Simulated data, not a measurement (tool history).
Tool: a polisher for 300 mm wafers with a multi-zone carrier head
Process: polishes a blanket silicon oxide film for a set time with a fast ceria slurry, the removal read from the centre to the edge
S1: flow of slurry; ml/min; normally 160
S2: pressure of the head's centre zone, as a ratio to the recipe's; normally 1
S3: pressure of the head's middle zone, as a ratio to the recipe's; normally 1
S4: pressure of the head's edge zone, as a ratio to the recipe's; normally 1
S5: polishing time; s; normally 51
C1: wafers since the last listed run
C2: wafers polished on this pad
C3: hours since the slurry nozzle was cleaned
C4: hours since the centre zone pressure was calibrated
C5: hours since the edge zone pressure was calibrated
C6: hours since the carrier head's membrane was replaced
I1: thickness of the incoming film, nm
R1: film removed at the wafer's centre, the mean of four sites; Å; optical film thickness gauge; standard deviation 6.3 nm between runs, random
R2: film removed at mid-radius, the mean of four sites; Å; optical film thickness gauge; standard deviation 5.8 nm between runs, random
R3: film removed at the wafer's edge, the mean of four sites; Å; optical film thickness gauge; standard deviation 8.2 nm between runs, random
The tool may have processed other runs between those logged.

{"run": 1, "hour": 0.0, "S1": 160, "S2": 1, "S3": 1, "S4": 1, "S5": 51, "C1": 0, "C2": 1133, "C3": 137.1, "C4": 1443.3, "C5": 885.9, "C6": 694.3, "I1": 3167.6, "R1": 6286, "R2": 5697, "R3": 5504}
{"hour": 20.3, "done": "edge zone pressure recalibrated"}
{"run": 2, "hour": 20.8, "S1": 115, "S2": 1.06, "S3": 1, "S4": 1, "S5": 51, "C1": 140, "C2": 1274, "C3": 157.9, "C4": 1464.1, "C5": 0.5, "C6": 715.1, "I1": 3145.9, "R1": 6237, "R2": 5381, "R3": 5220}
{"hour": 35.2, "done": "worn pad replaced by a new one"}
{"run": 3, "hour": 39.2, "S1": 160, "S2": 1, "S3": 1, "S4": 0.92, "S5": 37, "C1": 107, "C2": 30, "C3": 176.3, "C4": 1482.5, "C5": 18.9, "C6": 733.5, "I1": 3109, "R1": 4559, "R2": 4100, "R3": 3863}
{"hour": 49.5, "done": "centre zone pressure recalibrated"}
{"run": 4, "hour": 61.2, "S1": 160, "S2": 1, "S3": 1, "S4": 0.89, "S5": 51, "C1": 149, "C2": 179, "C3": 198.3, "C4": 11.7, "C5": 40.9, "C6": 755.5, "I1": 3187.7, "R1": 5845, "R2": 5691, "R3": 5325}
{"run": 5, "hour": 79.9, "S1": 160, "S2": 1, "S3": 1, "S4": 1, "S5": 51, "C1": 139, "C2": 319, "C3": 217, "C4": 30.4, "C5": 59.6, "C6": 774.2, "I1": 3199.2, "R1": 5688, "R2": 5532, "R3": 5623}
{"run": 6, "hour": 114.3, "S1": 160, "S2": 1.05, "S3": 1, "S4": 1, "S5": 44, "C1": 257, "C2": 576, "C3": 251.4, "C4": 64.8, "C5": 94, "C6": 808.6, "I1": 3173.3, "R1": 5219, "R2": 4856, "R3": 4733}
{"hour": 131.0, "done": "carrier head's membrane replaced by a new one"}
{"run": 7, "hour": 149.1, "S1": 120, "S2": 0.92, "S3": 1, "S4": 1, "S5": 36, "C1": 222, "C2": 799, "C3": 286.2, "C4": 99.6, "C5": 128.8, "C6": 18.1, "I1": 3141.6, "R1": 3517, "R2": 3774, "R3": 3780}
{"hour": 151.3, "done": "slurry nozzle cleaned"}
{"run": 8, "hour": 172.3, "S1": 160, "S2": 1, "S3": 1, "S4": 1, "S5": 51, "C1": 165, "C2": 964, "C3": 21, "C4": 122.8, "C5": 152, "C6": 41.3, "I1": 3219.5, "R1": 5759, "R2": 5611, "R3": 5573}
{"run": 9, "hour": 193.6, "S1": 160, "S2": 1, "S3": 1, "S4": 1, "S5": 57, "C1": 159, "C2": 1124, "C3": 42.3, "C4": 144.1, "C5": 173.3, "C6": 62.6, "I1": 3151.9, "R1": 6378, "R2": 6379, "R3": 6122}
{"run": 10, "hour": 212.1, "S1": 160, "S2": 1, "S3": 1, "S4": 1, "S5": 51, "C1": 138, "C2": 1262, "C3": 60.8, "C4": 162.6, "C5": 191.8, "C6": 81.1, "I1": 3194.5, "R1": 5734, "R2": 5687, "R3": 5563}
{"hour": 244.1, "done": "worn pad replaced by a new one"}
{"run": 11, "hour": 244.6, "S1": 160, "S2": 1, "S3": 1, "S4": 1, "S5": 58, "C1": 212, "C2": 3, "C3": 93.3, "C4": 195.1, "C5": 224.3, "C6": 113.6, "I1": 3159.8, "R1": 6618, "R2": 6510, "R3": 6376}
{"run": 12, "hour": 269.0, "S1": 160, "S2": 1, "S3": 1, "S4": 0.9, "S5": 51, "C1": 182, "C2": 185, "C3": 117.7, "C4": 219.5, "C5": 248.7, "C6": 138, "I1": 3202.7, "R1": 5815, "R2": 5755, "R3": 5362}
{"run": 13, "hour": 300.5, "S1": 160, "S2": 1.07, "S3": 0.92, "S4": 1.11, "S5": 51, "C1": 235, "C2": 421, "C3": 149.2, "C4": 251, "C5": 280.2, "C6": 169.5, "I1": 3168.4, "R1": 6012, "R2": 5196, "R3": 5746}
{"run": 14, "hour": 319.9, "S1": 160, "S2": 1, "S3": 1, "S4": 1, "S5": 51, "C1": 144, "C2": 566, "C3": 168.6, "C4": 270.4, "C5": 299.6, "C6": 188.9, "I1": 3162.1, "R1": 5702, "R2": 5607, "R3": 5448}
{"run": 15, "hour": 334.2, "S1": 160, "S2": 0.93, "S3": 0.96, "S4": 0.9, "S5": 44, "C1": 106, "C2": 673, "C3": 182.9, "C4": 284.7, "C5": 313.9, "C6": 203.2, "I1": 3112.9, "R1": 4671, "R2": 4837, "R3": 4633}
{"run": 16, "hour": 369.6, "S1": 160, "S2": 1, "S3": 0.91, "S4": 0.96, "S5": 51, "C1": 264, "C2": 937, "C3": 218.3, "C4": 320.1, "C5": 349.3, "C6": 238.6, "I1": 3181.5, "R1": 5829, "R2": 5257, "R3": 5539}
{"run": 17, "hour": 391.1, "S1": 195, "S2": 1, "S3": 1, "S4": 1, "S5": 61, "C1": 160, "C2": 1098, "C3": 239.8, "C4": 341.6, "C5": 370.8, "C6": 260.1, "I1": 3168.3, "R1": 7147, "R2": 6929, "R3": 6792}
{"run": 18, "hour": 411.9, "S1": 160, "S2": 1, "S3": 1, "S4": 1, "S5": 51, "C1": 155, "C2": 1253, "C3": 260.6, "C4": 362.4, "C5": 391.6, "C6": 280.9, "I1": 3118.4, "R1": 5774, "R2": 5560, "R3": 5487}
{"run": 19, "hour": 436.0, "S1": 125, "S2": 0.89, "S3": 1.12, "S4": 1.1, "S5": 51, "C1": 180, "C2": 1433, "C3": 284.7, "C4": 386.5, "C5": 415.7, "C6": 305, "I1": 3133, "R1": 4919, "R2": 6058, "R3": 5571}
{"run": 20, "hour": 463.0, "S1": 195, "S2": 1.11, "S3": 0.92, "S4": 1, "S5": 37, "C1": 201, "C2": 1635, "C3": 311.7, "C4": 413.5, "C5": 442.7, "C6": 332, "I1": 3179.7, "R1": 4771, "R2": 3978, "R3": 4074}
{"hour": 468.3, "done": "worn pad replaced by a new one"}
{"run": 21, "hour": 497.7, "S1": 115, "S2": 1, "S3": 1, "S4": 1, "S5": 41, "C1": 229, "C2": 219, "C3": 346.4, "C4": 448.2, "C5": 477.4, "C6": 366.7, "I1": 3156.2, "R1": 4262, "R2": 4297, "R3": 4126}

Here are 5 independent what-if runs from the current tool condition. What would each one return?
{"run": "A", "hour": 498.1, "S1": 185, "S2": 1, "S3": 1, "S4": 1, "S5": 51, "C1": 2, "C2": 222, "C3": 346.8, "C4": 448.6, "C5": 477.8, "C6": 367.1, "I1": 3137, "R1": "?", "R2": "?", "R3": "?"}
{"run": "B", "hour": 498.1, "S1": 160, "S2": 1.05, "S3": 0.96, "S4": 1.09, "S5": 45, "C1": 2, "C2": 222, "C3": 346.8, "C4": 448.6, "C5": 477.8, "C6": 367.1, "I1": 3137, "R1": "?", "R2": "?", "R3": "?"}
{"run": "C", "hour": 498.1, "S1": 160, "S2": 1, "S3": 1, "S4": 1, "S5": 41, "C1": 2, "C2": 222, "C3": 346.8, "C4": 448.6, "C5": 477.8, "C6": 367.1, "I1": 3137, "R1": "?", "R2": "?", "R3": "?"}
{"run": "D", "hour": 498.1, "S1": 130, "S2": 1.05, "S3": 1, "S4": 1.04, "S5": 51, "C1": 2, "C2": 222, "C3": 346.8, "C4": 448.6, "C5": 477.8, "C6": 367.1, "I1": 3137, "R1": "?", "R2": "?", "R3": "?"}
{"run": "E", "hour": 498.1, "S1": 195, "S2": 1.08, "S3": 1, "S4": 0.96, "S5": 51, "C1": 2, "C2": 222, "C3": 346.8, "C4": 448.6, "C5": 477.8, "C6": 367.1, "I1": 3137, "R1": "?", "R2": "?", "R3": "?"}

run=A R1=5993 R2=5814 R3=5738
run=B R1=5417 R2=4846 R3=5174
run=C R1=4700 R2=4572 R3=4539
run=D R1=5897 R2=5484 R3=5595
run=E R1=6529 R2=5855 R3=5671
With no hidden state in the tool, these same runs would have given:
run=A R1=5859 R2=5814 R3=5738
run=B R1=5296 R2=4847 R3=5174
run=C R1=4595 R2=4572 R3=4539
run=D R1=5766 R2=5485 R3=5595
run=E R1=6384 R2=5855 R3=5671
